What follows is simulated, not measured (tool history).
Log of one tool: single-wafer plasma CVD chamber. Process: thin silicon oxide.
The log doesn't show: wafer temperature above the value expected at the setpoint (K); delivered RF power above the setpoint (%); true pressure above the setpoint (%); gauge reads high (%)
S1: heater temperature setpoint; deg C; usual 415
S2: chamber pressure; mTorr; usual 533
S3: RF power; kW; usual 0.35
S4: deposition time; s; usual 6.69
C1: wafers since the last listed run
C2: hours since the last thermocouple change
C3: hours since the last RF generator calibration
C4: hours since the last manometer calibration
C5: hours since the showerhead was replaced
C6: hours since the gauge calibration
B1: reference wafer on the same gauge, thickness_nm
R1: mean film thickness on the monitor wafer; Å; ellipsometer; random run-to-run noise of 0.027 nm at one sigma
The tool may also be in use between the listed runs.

{"run": 1, "day": 0.0, "S1": 415, "S2": 533, "S3": 0.35, "S4": 6.69, "C1": 0, "C2": 99.4, "C3": 627.8, "C4": 1219.2, "C5": 4274.5, "C6": 461.8, "B1": 8.267, "R1": 76.57}
{"run": 2, "day": 2.133, "S1": 415, "S2": 533, "S3": 0.35, "S4": 6.69, "C1": 1177, "C2": 150.6, "C3": 679, "C4": 1270.4, "C5": 4325.7, "C6": 513, "B1": 8.281, "R1": 75.93}
{"run": 3, "day": 4.692, "S1": 415, "S2": 533, "S3": 0.35, "S4": 6.69, "C1": 1411, "C2": 212, "C3": 740.4, "C4": 1331.8, "C5": 4387.1, "C6": 574.4, "B1": 8.251, "R1": 75.87}
{"run": 4, "day": 8.988, "S1": 415, "S2": 533, "S3": 0.35, "S4": 6.69, "C1": 2370, "C2": 315.1, "C3": 843.5, "C4": 1434.9, "C5": 4490.2, "C6": 677.5, "B1": 8.271, "R1": 75.85}
{"run": 5, "day": 10.904, "S1": 429, "S2": 533, "S3": 0.41, "S4": 5.77, "C1": 1057, "C2": 361.1, "C3": 889.5, "C4": 1480.9, "C5": 4536.2, "C6": 723.5, "B1": 8.271, "R1": 69.19}
{"run": 6, "day": 12.775, "S1": 424, "S2": 475, "S3": 0.35, "S4": 7.36, "C1": 1032, "C2": 406, "C3": 934.4, "C4": 1525.8, "C5": 4581.1, "C6": 768.4, "B1": 8.271, "R1": 74.46}
{"run": 7, "day": 15.4, "S1": 423, "S2": 533, "S3": 0.35, "S4": 7.35, "C1": 1448, "C2": 469, "C3": 997.4, "C4": 1588.8, "C5": 4644.1, "C6": 831.4, "B1": 8.267, "R1": 81.98}
{"run": 8, "day": 18.896, "S1": 415, "S2": 533, "S3": 0.29, "S4": 6.69, "C1": 1928, "C2": 552.9, "C3": 1081.3, "C4": 1672.7, "C5": 4728, "C6": 915.3, "B1": 8.273, "R1": 69.34}
{"run": 9, "day": 21.871, "S1": 424, "S2": 569, "S3": 0.35, "S4": 5.84, "C1": 1641, "C2": 624.3, "C3": 1152.7, "C4": 1744.1, "C5": 4799.4, "C6": 986.7, "B1": 8.275, "R1": 69.74}
{"day": 24.692, "done": "showerhead replaced, of another model than before"}
{"run": 10, "day": 25.146, "S1": 403, "S2": 425, "S3": 0.285, "S4": 5.91, "C1": 1623, "C2": 702.9, "C3": 1231.3, "C4": 1822.7, "C5": 10.9, "C6": 1065.3, "B1": 8.286, "R1": 49.39}
{"run": 11, "day": 27.817, "S1": 415, "S2": 533, "S3": 0.285, "S4": 5.45, "C1": 1473, "C2": 767, "C3": 1295.4, "C4": 1886.8, "C5": 75, "C6": 1129.4, "B1": 8.267, "R1": 52.14}
{"run": 12, "day": 30.817, "S1": 402, "S2": 608, "S3": 0.295, "S4": 7.94, "C1": 1655, "C2": 839, "C3": 1367.4, "C4": 1958.8, "C5": 147, "C6": 1201.4, "B1": 8.266, "R1": 86.45}
{"run": 13, "day": 34.008, "S1": 415, "S2": 533, "S3": 0.35, "S4": 6.69, "C1": 1760, "C2": 915.6, "C3": 1444, "C4": 2035.4, "C5": 223.6, "C6": 1278, "B1": 8.273, "R1": 74.18}
{"run": 14, "day": 36.758, "S1": 420, "S2": 533, "S3": 0.35, "S4": 6.69, "C1": 1517, "C2": 981.6, "C3": 1510, "C4": 2101.4, "C5": 289.6, "C6": 1344, "B1": 8.263, "R1": 73.96}
{"run": 15, "day": 39.921, "S1": 415, "S2": 533, "S3": 0.35, "S4": 6.69, "C1": 1744, "C2": 1057.5, "C3": 1585.9, "C4": 2177.3, "C5": 365.5, "C6": 1419.9, "B1": 8.261, "R1": 74.02}
{"run": 16, "day": 42.821, "S1": 429, "S2": 533, "S3": 0.305, "S4": 7.71, "C1": 1600, "C2": 1127.1, "C3": 1655.5, "C4": 2246.9, "C5": 435.1, "C6": 1489.5, "B1": 8.259, "R1": 76.74}
{"day": 46.596, "done": "gauge calibrated"}
{"day": 46.833, "done": "thermocouple changed; heater temperature recalibrated"}
{"run": 17, "day": 46.854, "S1": 415, "S2": 654, "S3": 0.31, "S4": 5.77, "C1": 2041, "C2": 0.5, "C3": 1752.3, "C4": 2343.7, "C5": 531.9, "C6": 6.2, "B1": 8.288, "R1": 67.58}
{"day": 47.933, "done": "RF generator calibrated"}
{"day": 48.558, "done": "capacitance manometer re-zeroed and calibrated"}
{"run": 18, "day": 48.579, "S1": 415, "S2": 533, "S3": 0.35, "S4": 5.4, "C1": 583, "C2": 41.9, "C3": 15.5, "C4": 0.5, "C5": 573.3, "C6": 47.6, "B1": 8.264, "R1": 62.79}
{"run": 19, "day": 51.896, "S1": 409, "S2": 624, "S3": 0.375, "S4": 6.08, "C1": 1829, "C2": 121.5, "C3": 95.1, "C4": 80.1, "C5": 652.9, "C6": 127.2, "B1": 8.267, "R1": 81.61}
{"run": 20, "day": 53.812, "S1": 425, "S2": 533, "S3": 0.35, "S4": 6.01, "C1": 1057, "C2": 167.5, "C3": 141.1, "C4": 126.1, "C5": 698.9, "C6": 173.2, "B1": 8.279, "R1": 68.66}
{"run": 21, "day": 55.658, "S1": 415, "S2": 533, "S3": 0.35, "S4": 6.69, "C1": 1018, "C2": 211.8, "C3": 185.4, "C4": 170.4, "C5": 743.2, "C6": 217.5, "B1": 8.264, "R1": 76.6}
{"run": 22, "day": 59.988, "S1": 415, "S2": 533, "S3": 0.32, "S4": 5.56, "C1": 2388, "C2": 315.7, "C3": 289.3, "C4": 274.3, "C5": 847.1, "C6": 321.4, "B1": 8.274, "R1": 60.14}
{"run": 23, "day": 62.292, "S1": 402, "S2": 533, "S3": 0.405, "S4": 6.69, "C1": 1271, "C2": 371, "C3": 344.6, "C4": 329.6, "C5": 902.4, "C6": 376.7, "B1": 8.273, "R1": 83.39}
{"run": 24, "day": 65.192, "S1": 423, "S2": 645, "S3": 0.31, "S4": 7.72, "C1": 1600, "C2": 440.6, "C3": 414.2, "C4": 399.2, "C5": 972, "C6": 446.3, "B1": 8.274, "R1": 91.53}
{"run": 25, "day": 67.754, "S1": 419, "S2": 533, "S3": 0.35, "S4": 6.69, "C1": 1413, "C2": 502.1, "C3": 475.7, "C4": 460.7, "C5": 1033.5, "C6": 507.8, "B1": 8.274, "R1": 75.55}
{"run": 26, "day": 71.208, "S1": 415, "S2": 533, "S3": 0.35, "S4": 6.69, "C1": 1905, "C2": 585, "C3": 558.6, "C4": 543.6, "C5": 1116.4, "C6": 590.7, "B1": 8.253, "R1": 75.49}
{"run": 27, "day": 75.383, "S1": 415, "S2": 533, "S3": 0.35, "S4": 5.38, "C1": 2303, "C2": 685.2, "C3": 658.8, "C4": 643.8, "C5": 1216.6, "C6": 690.9, "B1": 8.257, "R1": 60.21}
{"run": 28, "day": 77.304, "S1": 423, "S2": 533, "S3": 0.35, "S4": 6.69, "C1": 1059, "C2": 731.3, "C3": 704.9, "C4": 689.9, "C5": 1262.7, "C6": 737, "B1": 8.272, "R1": 75.02}

How the hidden state differs across the entries between the runs, from the last listed run before each to the first after it:
Logged between run 9 and run 10: showerhead replaced, of another model than before (day 24.692)
  delivered RF power above the setpoint (%): -7.73 -> -7.89
  the result without the hidden state subtracted from the measured one, R1: -2.51 -> -3.03 Å
Logged between run 16 and run 17: gauge calibrated (day 46.596); thermocouple changed; heater temperature recalibrated (day 46.833)
  delivered RF power above the setpoint (%): -8.48 -> -8.57
  the result without the hidden state subtracted from the measured one, R1: -4.81 -> -4.2 Å
Logged between run 17 and run 18: RF generator calibrated (day 47.933); capacitance manometer re-zeroed and calibrated (day 48.558)
  delivered RF power above the setpoint (%): -8.57 -> -0.855
  the result without the hidden state subtracted from the measured one, R1: -4.2 -> -0.32 Å
